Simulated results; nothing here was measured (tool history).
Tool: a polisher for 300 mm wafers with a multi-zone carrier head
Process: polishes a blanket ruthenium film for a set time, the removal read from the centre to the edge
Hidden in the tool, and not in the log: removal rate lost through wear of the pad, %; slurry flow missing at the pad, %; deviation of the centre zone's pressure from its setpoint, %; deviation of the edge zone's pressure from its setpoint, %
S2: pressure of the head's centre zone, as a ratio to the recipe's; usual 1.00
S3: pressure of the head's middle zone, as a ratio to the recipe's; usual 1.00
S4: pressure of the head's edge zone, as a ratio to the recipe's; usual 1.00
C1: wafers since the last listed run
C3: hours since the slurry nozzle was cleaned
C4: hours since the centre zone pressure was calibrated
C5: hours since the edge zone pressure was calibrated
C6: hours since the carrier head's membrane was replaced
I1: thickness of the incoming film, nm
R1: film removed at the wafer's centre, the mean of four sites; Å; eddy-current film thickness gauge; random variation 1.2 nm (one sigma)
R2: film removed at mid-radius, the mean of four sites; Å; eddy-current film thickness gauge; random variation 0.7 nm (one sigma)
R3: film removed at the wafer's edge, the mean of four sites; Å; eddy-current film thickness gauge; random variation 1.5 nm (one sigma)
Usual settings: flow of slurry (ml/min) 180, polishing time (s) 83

{"run": 1, "hour": 0.0, "flow of slurry (ml/min)": 180, "S2": 1.0, "S3": 1.0, "S4": 1.06, "polishing time (s)": 83, "C1": 0, "wafers polished on this pad": 5, "C3": 375.8, "C4": 487.3, "C5": 883.3, "C6": 1511.2, "I1": 526.3, "R1": 1081, "R2": 1042, "R3": 1070}
{"run": 2, "hour": 37.8, "flow of slurry (ml/min)": 180, "S2": 1.0, "S3": 1.0, "S4": 1.0, "polishing time (s)": 83, "C1": 422, "wafers polished on this pad": 428, "C3": 413.6, "C4": 525.1, "C5": 921.1, "C6": 1549.0, "I1": 516.1, "R1": 1052, "R2": 1048, "R3": 1042}
{"run": 3, "hour": 99.1, "flow of slurry (ml/min)": 180, "S2": 1.0, "S3": 1.0, "S4": 1.0, "polishing time (s)": 83, "C1": 685, "wafers polished on this pad": 1113, "C3": 474.9, "C4": 586.4, "C5": 982.4, "C6": 1610.3, "I1": 516.2, "R1": 1053, "R2": 1013, "R3": 1025}
{"run": 4, "hour": 138.0, "flow of slurry (ml/min)": 180, "S2": 1.0, "S3": 1.0, "S4": 1.0, "polishing time (s)": 83, "C1": 435, "wafers polished on this pad": 1548, "C3": 513.8, "C4": 625.3, "C5": 1021.3, "C6": 1649.2, "I1": 531.7, "R1": 995, "R2": 972, "R3": 979}
{"hour": 157.4, "done": "centre zone pressure recalibrated"}
{"run": 5, "hour": 162.6, "flow of slurry (ml/min)": 180, "S2": 1.0, "S3": 1.0, "S4": 1.0, "polishing time (s)": 83, "C1": 252, "wafers polished on this pad": 1801, "C3": 538.4, "C4": 5.2, "C5": 1045.9, "C6": 1673.8, "I1": 517.8, "R1": 964, "R2": 953, "R3": 948}
{"hour": 179.7, "done": "edge zone pressure recalibrated"}
{"hour": 193.1, "done": "worn pad replaced by a new one"}
{"run": 6, "hour": 193.6, "flow of slurry (ml/min)": 180, "S2": 1.03, "S3": 1.0, "S4": 1.0, "polishing time (s)": 83, "C1": 279, "wafers polished on this pad": 5, "C3": 569.4, "C4": 36.2, "C5": 13.9, "C6": 1704.8, "I1": 521.8, "R1": 1119, "R2": 1044, "R3": 1077}
{"run": 7, "hour": 223.6, "flow of slurry (ml/min)": 180, "S2": 1.03, "S3": 1.0, "S4": 1.0, "polishing time (s)": 83, "C1": 335, "wafers polished on this pad": 341, "C3": 599.4, "C4": 66.2, "C5": 43.9, "C6": 1734.8, "I1": 511.2, "R1": 1099, "R2": 1039, "R3": 1054}
{"run": 8, "hour": 257.7, "flow of slurry (ml/min)": 180, "S2": 1.03, "S3": 1.0, "S4": 1.0, "polishing time (s)": 83, "C1": 381, "wafers polished on this pad": 722, "C3": 633.5, "C4": 100.3, "C5": 78.0, "C6": 1768.9, "I1": 519.0, "R1": 1083, "R2": 1035, "R3": 1071}
{"run": 9, "hour": 283.4, "flow of slurry (ml/min)": 180, "S2": 1.0, "S3": 0.92, "S4": 1.0, "polishing time (s)": 83, "C1": 287, "wafers polished on this pad": 1010, "C3": 659.2, "C4": 126.0, "C5": 103.7, "C6": 1794.6, "I1": 526.7, "R1": 1038, "R2": 945, "R3": 1053}
{"run": 10, "hour": 319.6, "flow of slurry (ml/min)": 180, "S2": 1.0, "S3": 1.0, "S4": 1.0, "polishing time (s)": 83, "C1": 404, "wafers polished on this pad": 1414, "C3": 695.4, "C4": 162.2, "C5": 139.9, "C6": 1830.8, "I1": 520.3, "R1": 1025, "R2": 1007, "R3": 1005}
{"hour": 355.1, "done": "worn pad replaced by a new one"}
{"run": 11, "hour": 368.8, "flow of slurry (ml/min)": 180, "S2": 1.0, "S3": 0.96, "S4": 1.05, "polishing time (s)": 83, "C1": 505, "wafers polished on this pad": 153, "C3": 744.6, "C4": 211.4, "C5": 189.1, "C6": 1880.0, "I1": 520.0, "R1": 1089, "R2": 1008, "R3": 1091}
{"hour": 394.9, "done": "slurry nozzle cleaned"}
{"hour": 406.8, "done": "carrier head's membrane replaced by a new one"}
{"run": 12, "hour": 411.4, "flow of slurry (ml/min)": 125, "S2": 1.0, "S3": 1.07, "S4": 1.0, "polishing time (s)": 92, "C1": 409, "wafers polished on this pad": 562, "C3": 16.5, "C4": 254.0, "C5": 231.7, "C6": 4.6, "I1": 519.3, "R1": 1068, "R2": 1097, "R3": 1083}
{"run": 13, "hour": 447.1, "flow of slurry (ml/min)": 200, "S2": 1.0, "S3": 1.0, "S4": 1.0, "polishing time (s)": 63, "C1": 399, "wafers polished on this pad": 962, "C3": 52.2, "C4": 289.7, "C5": 267.4, "C6": 40.3, "I1": 531.4, "R1": 822, "R2": 782, "R3": 791}
{"run": 14, "hour": 509.6, "flow of slurry (ml/min)": 180, "S2": 1.0, "S3": 1.0, "S4": 1.0, "polishing time (s)": 112, "C1": 698, "wafers polished on this pad": 1661, "C3": 114.7, "C4": 352.2, "C5": 329.9, "C6": 102.8, "I1": 516.9, "R1": 1342, "R2": 1294, "R3": 1280}
{"run": 15, "hour": 536.4, "flow of slurry (ml/min)": 180, "S2": 1.08, "S3": 1.0, "S4": 1.07, "polishing time (s)": 73, "C1": 299, "wafers polished on this pad": 1960, "C3": 141.5, "C4": 379.0, "C5": 356.7, "C6": 129.6, "I1": 514.3, "R1": 906, "R2": 813, "R3": 860}
{"hour": 559.3, "done": "worn pad replaced by a new one"}
{"run": 16, "hour": 572.5, "flow of slurry (ml/min)": 120, "S2": 1.0, "S3": 1.0, "S4": 1.0, "polishing time (s)": 94, "C1": 358, "wafers polished on this pad": 148, "C3": 177.6, "C4": 415.1, "C5": 392.8, "C6": 165.7, "I1": 517.7, "R1": 1102, "R2": 1063, "R3": 1082}
{"run": 17, "hour": 618.8, "flow of slurry (ml/min)": 180, "S2": 1.03, "S3": 1.0, "S4": 1.0, "polishing time (s)": 83, "C1": 517, "wafers polished on this pad": 665, "C3": 223.9, "C4": 461.4, "C5": 439.1, "C6": 212.0, "I1": 528.6, "R1": 1092, "R2": 1025, "R3": 1036}
{"run": 18, "hour": 669.2, "flow of slurry (ml/min)": 140, "S2": 1.06, "S3": 1.0, "S4": 1.11, "polishing time (s)": 92, "C1": 563, "wafers polished on this pad": 1229, "C3": 274.3, "C4": 511.8, "C5": 489.5, "C6": 262.4, "I1": 512.8, "R1": 1137, "R2": 1055, "R3": 1106}
{"hour": 717.1, "done": "centre zone pressure recalibrated"}
{"run": 19, "hour": 717.6, "flow of slurry (ml/min)": 180, "S2": 1.0, "S3": 1.0, "S4": 1.0, "polishing time (s)": 67, "C1": 518, "wafers polished on this pad": 1748, "C3": 322.7, "C4": 0.5, "C5": 537.9, "C6": 310.8, "I1": 515.0, "R1": 801, "R2": 764, "R3": 797}
{"hour": 741.6, "done": "worn pad replaced by a new one"}
{"run": 20, "hour": 763.7, "flow of slurry (ml/min)": 180, "S2": 1.0, "S3": 0.88, "S4": 0.97, "polishing time (s)": 83, "C1": 470, "wafers polished on this pad": 247, "C3": 368.8, "C4": 46.6, "C5": 584.0, "C6": 356.9, "I1": 520.4, "R1": 1048, "R2": 933, "R3": 1049}
{"run": 21, "hour": 789.2, "flow of slurry (ml/min)": 180, "S2": 1.0, "S3": 1.0, "S4": 1.0, "polishing time (s)": 83, "C1": 285, "wafers polished on this pad": 532, "C3": 394.3, "C4": 72.1, "C5": 609.5, "C6": 382.4, "I1": 520.4, "R1": 1056, "R2": 1022, "R3": 1052}

Hidden state at the last listed run before each entry between runs and at the first one after, where it differs:
Between runs 4 and 5: centre zone pressure recalibrated (hour 157.4)
  removal rate lost through wear of the pad, %: 7.13 -> 9.52
  measured less the result without the state, R1: -77 -> -101 Å; R2: -75 -> -101 Å; R3: -75 -> -100 Å
Between runs 5 and 6: edge zone pressure recalibrated (hour 179.7); worn pad replaced by a new one (hour 193.1)
  removal rate lost through wear of the pad, %: 9.52 -> 0.391
  measured less the result without the state, R1: -101 -> -4 Å; R2: -101 -> -4 Å; R3: -100 -> -5 Å
Between runs 10 and 11: worn pad replaced by a new one (hour 355.1)
  removal rate lost through wear of the pad, %: 5.55 -> 0.916
  measured less the result without the state, R1: -60 -> -10 Å; R2: -59 -> -10 Å; R3: -59 -> -11 Å
Between runs 11 and 12: slurry nozzle cleaned (hour 394.9); carrier head's membrane replaced by a new one (hour 406.8)
  removal rate lost through wear of the pad, %: 0.916 -> 1.88
  measured less the result without the state, R1: -10 -> -20 Å; R2: -10 -> -21 Å; R3: -11 -> -20 Å
Between runs 15 and 16: worn pad replaced by a new one (hour 559.3)
  removal rate lost through wear of the pad, %: 11.5 -> 1.02
  measured less the result without the state, R1: -117 -> -11 Å; R2: -106 -> -11 Å; R3: -112 -> -11 Å
Between runs 18 and 19: centre zone pressure recalibrated (hour 717.1)
  removal rate lost through wear of the pad, %: 4.87 -> 9.05
  measured less the result without the state, R1: -58 -> -79 Å; R2: -54 -> -76 Å; R3: -57 -> -79 Å
Between runs 19 and 20: worn pad replaced by a new one (hour 741.6)
  removal rate lost through wear of the pad, %: 9.05 -> 1.85
  measured less the result without the state, R1: -79 -> -19 Å; R2: -76 -> -18 Å; R3: -79 -> -20 Å
